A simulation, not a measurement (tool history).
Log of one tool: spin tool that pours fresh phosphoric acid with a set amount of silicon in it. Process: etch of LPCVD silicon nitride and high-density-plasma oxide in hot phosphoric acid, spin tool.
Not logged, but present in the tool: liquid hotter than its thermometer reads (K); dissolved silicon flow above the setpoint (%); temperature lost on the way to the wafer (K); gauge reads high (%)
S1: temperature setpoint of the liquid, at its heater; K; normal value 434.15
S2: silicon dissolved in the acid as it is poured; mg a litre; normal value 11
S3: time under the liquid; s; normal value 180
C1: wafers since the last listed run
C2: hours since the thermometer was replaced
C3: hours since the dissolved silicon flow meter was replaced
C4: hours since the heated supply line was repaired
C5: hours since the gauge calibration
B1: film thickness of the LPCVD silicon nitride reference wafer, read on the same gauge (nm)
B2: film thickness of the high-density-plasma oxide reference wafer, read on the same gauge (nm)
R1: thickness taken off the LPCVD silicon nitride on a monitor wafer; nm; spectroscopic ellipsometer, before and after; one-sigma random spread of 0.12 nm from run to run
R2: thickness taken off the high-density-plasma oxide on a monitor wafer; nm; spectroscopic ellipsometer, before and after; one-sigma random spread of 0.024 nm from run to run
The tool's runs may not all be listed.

{"run": 1, "hour": 0.0, "S1": 434.15, "S2": 7.5, "S3": 180, "C1": 0, "C2": 1937.8, "C3": 2437.4, "C4": 974.3, "C5": 424.3, "B1": 30, "B2": 70.023, "R1": 17.64, "R2": 0.646}
{"run": 2, "hour": 34.3, "S1": 434.15, "S2": 13, "S3": 180, "C1": 155, "C2": 1972.1, "C3": 2471.7, "C4": 1008.6, "C5": 458.6, "B1": 30, "B2": 70, "R1": 17.61, "R2": 0.517}
{"run": 3, "hour": 105.9, "S1": 434.15, "S2": 13, "S3": 180, "C1": 323, "C2": 2043.7, "C3": 2543.3, "C4": 1080.2, "C5": 530.2, "B1": 29.99, "B2": 69.992, "R1": 17.76, "R2": 0.579}
{"run": 4, "hour": 130.4, "S1": 434.15, "S2": 11, "S3": 180, "C1": 110, "C2": 2068.2, "C3": 2567.8, "C4": 1104.7, "C5": 554.7, "B1": 30.01, "B2": 69.977, "R1": 17.6, "R2": 0.607}
{"run": 5, "hour": 193.7, "S1": 434.15, "S2": 11, "S3": 180, "C1": 286, "C2": 2131.5, "C3": 2631.1, "C4": 1168, "C5": 618, "B1": 30.01, "B2": 70.035, "R1": 17.58, "R2": 0.616}
{"run": 6, "hour": 245.0, "S1": 434.15, "S2": 11, "S3": 180, "C1": 232, "C2": 2182.8, "C3": 2682.4, "C4": 1219.3, "C5": 669.3, "B1": 30.01, "B2": 69.97, "R1": 17.81, "R2": 0.63}
{"run": 7, "hour": 303.6, "S1": 434.15, "S2": 11, "S3": 180, "C1": 265, "C2": 2241.4, "C3": 2741, "C4": 1277.9, "C5": 727.9, "B1": 30, "B2": 70.015, "R1": 17.58, "R2": 0.517}
{"hour": 366.9, "done": "dissolved silicon flow meter replaced"}
{"run": 8, "hour": 372.8, "S1": 434.15, "S2": 11, "S3": 180, "C1": 308, "C2": 2310.6, "C3": 5.9, "C4": 1347.1, "C5": 797.1, "B1": 30.01, "B2": 69.941, "R1": 17.78, "R2": 0.576}
{"run": 9, "hour": 444.0, "S1": 436.65, "S2": 4, "S3": 70, "C1": 322, "C2": 2381.8, "C3": 77.1, "C4": 1418.3, "C5": 868.3, "B1": 30.01, "B2": 70.028, "R1": 7.48, "R2": 0.312}
{"run": 10, "hour": 475.3, "S1": 434.15, "S2": 14.5, "S3": 140, "C1": 141, "C2": 2413.1, "C3": 108.4, "C4": 1449.6, "C5": 899.6, "B1": 30, "B2": 70.035, "R1": 13.85, "R2": 0.433}
{"hour": 485.7, "done": "heated supply line repaired"}
{"hour": 521.2, "done": "thermometer replaced"}
{"run": 11, "hour": 525.3, "S1": 434.15, "S2": 11, "S3": 180, "C1": 217, "C2": 4.1, "C3": 158.4, "C4": 39.6, "C5": 949.6, "B1": 30.01, "B2": 70.005, "R1": 16.85, "R2": 0.467}
{"run": 12, "hour": 584.7, "S1": 433.15, "S2": 11, "S3": 245, "C1": 268, "C2": 63.5, "C3": 217.8, "C4": 99, "C5": 1009, "B1": 29.99, "B2": 70.015, "R1": 22.59, "R2": 0.65}
{"hour": 619.8, "done": "gauge calibrated"}
{"run": 13, "hour": 638.2, "S1": 433.15, "S2": 11, "S3": 245, "C1": 242, "C2": 117, "C3": 271.3, "C4": 152.5, "C5": 18.4, "B1": 30, "B2": 69.995, "R1": 22.32, "R2": 0.726}
{"run": 14, "hour": 666.8, "S1": 434.15, "S2": 11, "S3": 180, "C1": 129, "C2": 145.6, "C3": 299.9, "C4": 181.1, "C5": 47, "B1": 30, "B2": 69.979, "R1": 16.91, "R2": 0.476}
{"run": 15, "hour": 724.3, "S1": 437.15, "S2": 14.5, "S3": 145, "C1": 260, "C2": 203.1, "C3": 357.4, "C4": 238.6, "C5": 104.5, "B1": 29.99, "B2": 70.022, "R1": 14.86, "R2": 0.491}
{"run": 16, "hour": 791.0, "S1": 434.15, "S2": 5, "S3": 270, "C1": 301, "C2": 269.8, "C3": 424.1, "C4": 305.3, "C5": 171.2, "B1": 30.01, "B2": 69.95, "R1": 25.56, "R2": 0.841}
{"run": 17, "hour": 819.2, "S1": 436.15, "S2": 7, "S3": 280, "C1": 127, "C2": 298, "C3": 452.3, "C4": 333.5, "C5": 199.4, "B1": 29.99, "B2": 70.022, "R1": 28.74, "R2": 1.061}
{"run": 18, "hour": 843.7, "S1": 434.15, "S2": 11, "S3": 265, "C1": 110, "C2": 322.5, "C3": 476.8, "C4": 358, "C5": 223.9, "B1": 30, "B2": 70.001, "R1": 24.91, "R2": 0.798}
{"run": 19, "hour": 909.3, "S1": 434.15, "S2": 11, "S3": 150, "C1": 296, "C2": 388.1, "C3": 542.4, "C4": 423.6, "C5": 289.5, "B1": 30.01, "B2": 70, "R1": 14.24, "R2": 0.467}
{"run": 20, "hour": 966.9, "S1": 432.15, "S2": 11, "S3": 180, "C1": 260, "C2": 445.7, "C3": 600, "C4": 481.2, "C5": 347.1, "B1": 29.99, "B2": 69.987, "R1": 15.82, "R2": 0.458}

5 ways to go on from here, each from the tool as it stands after run 20. What would each give?
{"run": "A", "hour": 967.4, "S1": 434.15, "S2": 11, "S3": 180, "C1": 2, "C2": 446.2, "C3": 600.5, "C4": 481.7, "C5": 347.6, "B1": "?", "B2": "?", "R1": "?", "R2": "?"}
{"run": "B", "hour": 967.4, "S1": 435.15, "S2": 11, "S3": 100, "C1": 2, "C2": 446.2, "C3": 600.5, "C4": 481.7, "C5": 347.6, "B1": "?", "B2": "?", "R1": "?", "R2": "?"}
{"run": "C", "hour": 967.4, "S1": 435.65, "S2": 19.5, "S3": 280, "C1": 2, "C2": 446.2, "C3": 600.5, "C4": 481.7, "C5": 347.6, "B1": "?", "B2": "?", "R1": "?", "R2": "?"}
{"run": "D", "hour": 967.4, "S1": 431.65, "S2": 7.5, "S3": 140, "C1": 2, "C2": 446.2, "C3": 600.5, "C4": 481.7, "C5": 347.6, "B1": "?", "B2": "?", "R1": "?", "R2": "?"}
{"run": "E", "hour": 967.4, "S1": 436.65, "S2": 11, "S3": 230, "C1": 2, "C2": 446.2, "C3": 600.5, "C4": 481.7, "C5": 347.6, "B1": "?", "B2": "?", "R1": "?", "R2": "?"}

run=A B1=29.98 B2=70.002 R1=17.1 R2=0.517
run=B B1=29.98 B2=70.002 R1=9.82 R2=0.309
run=C B1=29.98 B2=70.002 R1=27.96 R2=0.725
run=D B1=29.98 B2=70.002 R1=12.23 R2=0.361
run=E B1=29.98 B2=70.002 R1=23.74 R2=0.794
With no hidden state in the tool, these same runs would have given:
run=A R1=17.15 R2=0.521
run=B R1=9.85 R2=0.311
run=C R1=28.04 R2=0.73
run=D R1=12.26 R2=0.363
run=E R1=23.81 R2=0.799
